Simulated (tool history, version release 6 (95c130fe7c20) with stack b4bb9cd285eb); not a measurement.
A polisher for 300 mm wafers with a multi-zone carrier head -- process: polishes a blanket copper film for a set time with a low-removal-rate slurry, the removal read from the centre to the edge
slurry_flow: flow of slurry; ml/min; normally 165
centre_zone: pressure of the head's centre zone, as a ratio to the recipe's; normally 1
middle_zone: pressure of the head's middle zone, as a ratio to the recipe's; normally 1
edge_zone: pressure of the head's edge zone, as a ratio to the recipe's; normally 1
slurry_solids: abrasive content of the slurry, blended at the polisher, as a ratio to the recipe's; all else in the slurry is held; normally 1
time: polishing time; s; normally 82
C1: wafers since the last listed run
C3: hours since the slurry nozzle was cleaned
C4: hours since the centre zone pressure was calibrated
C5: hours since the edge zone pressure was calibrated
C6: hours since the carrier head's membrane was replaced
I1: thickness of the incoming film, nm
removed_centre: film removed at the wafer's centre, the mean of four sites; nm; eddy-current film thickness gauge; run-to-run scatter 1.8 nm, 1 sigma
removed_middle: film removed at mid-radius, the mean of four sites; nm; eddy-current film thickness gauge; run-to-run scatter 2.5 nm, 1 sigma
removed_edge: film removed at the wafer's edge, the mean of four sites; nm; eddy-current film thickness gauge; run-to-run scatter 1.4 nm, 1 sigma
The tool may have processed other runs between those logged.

{"run": 1, "hour": 0.0, "slurry_flow": 165, "centre_zone": 1, "middle_zone": 1, "edge_zone": 0.94, "slurry_solids": 1, "time": 82, "C1": 0, "wafers polished on this pad": 1065, "C3": 363.5, "C4": 153.2, "C5": 743.4, "C6": 1383.5, "I1": 721.4, "removed_centre": 154, "removed_middle": 155.4, "removed_edge": 146.3}
{"hour": 30.0, "done": "worn pad replaced by a new one"}
{"run": 2, "hour": 35.8, "slurry_flow": 165, "centre_zone": 1, "middle_zone": 1, "edge_zone": 0.94, "slurry_solids": 1, "time": 82, "C1": 325, "wafers polished on this pad": 59, "C3": 399.3, "C4": 189, "C5": 779.2, "C6": 1419.3, "I1": 732.5, "removed_centre": 160.6, "removed_middle": 163.3, "removed_edge": 152.7}
{"run": 3, "hour": 62.6, "slurry_flow": 165, "centre_zone": 1, "middle_zone": 1, "edge_zone": 0.94, "slurry_solids": 1, "time": 82, "C1": 274, "wafers polished on this pad": 333, "C3": 426.1, "C4": 215.8, "C5": 806, "C6": 1446.1, "I1": 722.7, "removed_centre": 162, "removed_middle": 159.8, "removed_edge": 150.1}
{"run": 4, "hour": 87.4, "slurry_flow": 165, "centre_zone": 1, "middle_zone": 1, "edge_zone": 1, "slurry_solids": 1, "time": 82, "C1": 254, "wafers polished on this pad": 588, "C3": 450.9, "C4": 240.6, "C5": 830.8, "C6": 1470.9, "I1": 729, "removed_centre": 159.4, "removed_middle": 163.6, "removed_edge": 156}
{"run": 5, "hour": 115.5, "slurry_flow": 165, "centre_zone": 1, "middle_zone": 1, "edge_zone": 1, "slurry_solids": 1, "time": 82, "C1": 287, "wafers polished on this pad": 875, "C3": 479, "C4": 268.7, "C5": 858.9, "C6": 1499, "I1": 724.5, "removed_centre": 153, "removed_middle": 148.6, "removed_edge": 152.1}
{"run": 6, "hour": 144.9, "slurry_flow": 165, "centre_zone": 1, "middle_zone": 1, "edge_zone": 1, "slurry_solids": 1, "time": 82, "C1": 301, "wafers polished on this pad": 1177, "C3": 508.4, "C4": 298.1, "C5": 888.3, "C6": 1528.4, "I1": 723.2, "removed_centre": 148.3, "removed_middle": 143.5, "removed_edge": 146.8}
{"hour": 159.9, "done": "worn pad replaced by a new one"}
{"run": 7, "hour": 183.8, "slurry_flow": 165, "centre_zone": 1, "middle_zone": 1, "edge_zone": 1, "slurry_solids": 1, "time": 82, "C1": 357, "wafers polished on this pad": 245, "C3": 547.3, "C4": 337, "C5": 927.2, "C6": 1567.3, "I1": 735.8, "removed_centre": 158.2, "removed_middle": 160.5, "removed_edge": 157.7}
{"hour": 193.9, "done": "centre zone pressure recalibrated"}
{"hour": 209.9, "done": "carrier head's membrane replaced by a new one"}
{"hour": 216.5, "done": "edge zone pressure recalibrated"}
{"run": 8, "hour": 218.7, "slurry_flow": 180, "centre_zone": 1, "middle_zone": 1, "edge_zone": 1, "slurry_solids": 1, "time": 82, "C1": 265, "wafers polished on this pad": 510, "C3": 582.2, "C4": 24.8, "C5": 2.2, "C6": 8.8, "I1": 730.4, "removed_centre": 160, "removed_middle": 160.9, "removed_edge": 156.4}
{"run": 9, "hour": 251.5, "slurry_flow": 165, "centre_zone": 1.09, "middle_zone": 1.08, "edge_zone": 1, "slurry_solids": 1, "time": 100, "C1": 336, "wafers polished on this pad": 846, "C3": 615, "C4": 57.6, "C5": 35, "C6": 41.6, "I1": 738.4, "removed_centre": 202.6, "removed_middle": 199.5, "removed_edge": 183.3}
{"hour": 285.0, "done": "worn pad replaced by a new one"}
{"run": 10, "hour": 287.1, "slurry_flow": 165, "centre_zone": 1.08, "middle_zone": 1, "edge_zone": 1.04, "slurry_solids": 1.25, "time": 104, "C1": 323, "wafers polished on this pad": 21, "C3": 650.6, "C4": 93.2, "C5": 70.6, "C6": 77.2, "I1": 731.7, "removed_centre": 242.9, "removed_middle": 221, "removed_edge": 221.1}
{"run": 11, "hour": 317.4, "slurry_flow": 195, "centre_zone": 1.04, "middle_zone": 0.97, "edge_zone": 1, "slurry_solids": 1, "time": 109, "C1": 310, "wafers polished on this pad": 331, "C3": 680.9, "C4": 123.5, "C5": 100.9, "C6": 107.5, "I1": 723.2, "removed_centre": 235.3, "removed_middle": 216.3, "removed_edge": 217.8}
{"run": 12, "hour": 331.9, "slurry_flow": 165, "centre_zone": 1, "middle_zone": 1, "edge_zone": 1, "slurry_solids": 1, "time": 82, "C1": 148, "wafers polished on this pad": 480, "C3": 695.4, "C4": 138, "C5": 115.4, "C6": 122, "I1": 718.9, "removed_centre": 161, "removed_middle": 165.3, "removed_edge": 159}
{"hour": 342.3, "done": "slurry nozzle cleaned"}
{"run": 13, "hour": 347.1, "slurry_flow": 180, "centre_zone": 1, "middle_zone": 1, "edge_zone": 1, "slurry_solids": 1, "time": 82, "C1": 145, "wafers polished on this pad": 625, "C3": 4.8, "C4": 153.2, "C5": 130.6, "C6": 137.2, "I1": 739.3, "removed_centre": 163.9, "removed_middle": 164.5, "removed_edge": 161.3}
{"run": 14, "hour": 367.4, "slurry_flow": 165, "centre_zone": 0.9, "middle_zone": 1.06, "edge_zone": 1.07, "slurry_solids": 1, "time": 107, "C1": 207, "wafers polished on this pad": 833, "C3": 25.1, "C4": 173.5, "C5": 150.9, "C6": 157.5, "I1": 737.8, "removed_centre": 186, "removed_middle": 216.5, "removed_edge": 208.2}
{"run": 15, "hour": 396.6, "slurry_flow": 140, "centre_zone": 1, "middle_zone": 1, "edge_zone": 1, "slurry_solids": 1, "time": 74, "C1": 299, "wafers polished on this pad": 1132, "C3": 54.3, "C4": 202.7, "C5": 180.1, "C6": 186.7, "I1": 735, "removed_centre": 133.7, "removed_middle": 136.1, "removed_edge": 134.1}
{"hour": 417.0, "done": "worn pad replaced by a new one"}
{"run": 16, "hour": 418.0, "slurry_flow": 165, "centre_zone": 1, "middle_zone": 1, "edge_zone": 1, "slurry_solids": 1, "time": 82, "C1": 178, "wafers polished on this pad": 10, "C3": 75.7, "C4": 224.1, "C5": 201.5, "C6": 208.1, "I1": 714.6, "removed_centre": 167, "removed_middle": 163.5, "removed_edge": 159.2}
{"run": 17, "hour": 449.9, "slurry_flow": 105, "centre_zone": 1.09, "middle_zone": 1, "edge_zone": 0.96, "slurry_solids": 0.7, "time": 82, "C1": 326, "wafers polished on this pad": 336, "C3": 107.6, "C4": 256, "C5": 233.4, "C6": 240, "I1": 721, "removed_centre": 146.6, "removed_middle": 134.7, "removed_edge": 137.5}

Below are 3 alternative next runs, each starting from the tool's condition after run 17. Predict each:
{"run": "A", "hour": 450.3, "slurry_flow": 165, "centre_zone": 1, "middle_zone": 1, "edge_zone": 1, "slurry_solids": 1, "time": 98, "C1": 4, "wafers polished on this pad": 340, "C3": 108, "C4": 256.4, "C5": 233.8, "C6": 240.4, "I1": 720.6, "removed_centre": "?", "removed_middle": "?", "removed_edge": "?"}
{"run": "B", "hour": 450.3, "slurry_flow": 165, "centre_zone": 1, "middle_zone": 1.04, "edge_zone": 0.96, "slurry_solids": 1, "time": 82, "C1": 4, "wafers polished on this pad": 340, "C3": 108, "C4": 256.4, "C5": 233.8, "C6": 240.4, "I1": 720.6, "removed_centre": "?", "removed_middle": "?", "removed_edge": "?"}
{"run": "C", "hour": 450.3, "slurry_flow": 145, "centre_zone": 0.91, "middle_zone": 1, "edge_zone": 1, "slurry_solids": 0.75, "time": 82, "C1": 4, "wafers polished on this pad": 340, "C3": 108, "C4": 256.4, "C5": 233.8, "C6": 240.4, "I1": 720.6, "removed_centre": "?", "removed_middle": "?", "removed_edge": "?"}

run=A removed_centre=194.2 removed_middle=194.4 removed_edge=192.5
run=B removed_centre=162.5 removed_middle=166.6 removed_edge=157.9
run=C removed_centre=134.1 removed_middle=148.2 removed_edge=147.8
With no hidden state in the tool, these same runs would have given:
run=A removed_centre=195.8 removed_middle=196.1 removed_edge=194.2
run=B removed_centre=163.9 removed_middle=168.1 removed_edge=159.3
run=C removed_centre=135.2 removed_middle=149.5 removed_edge=149
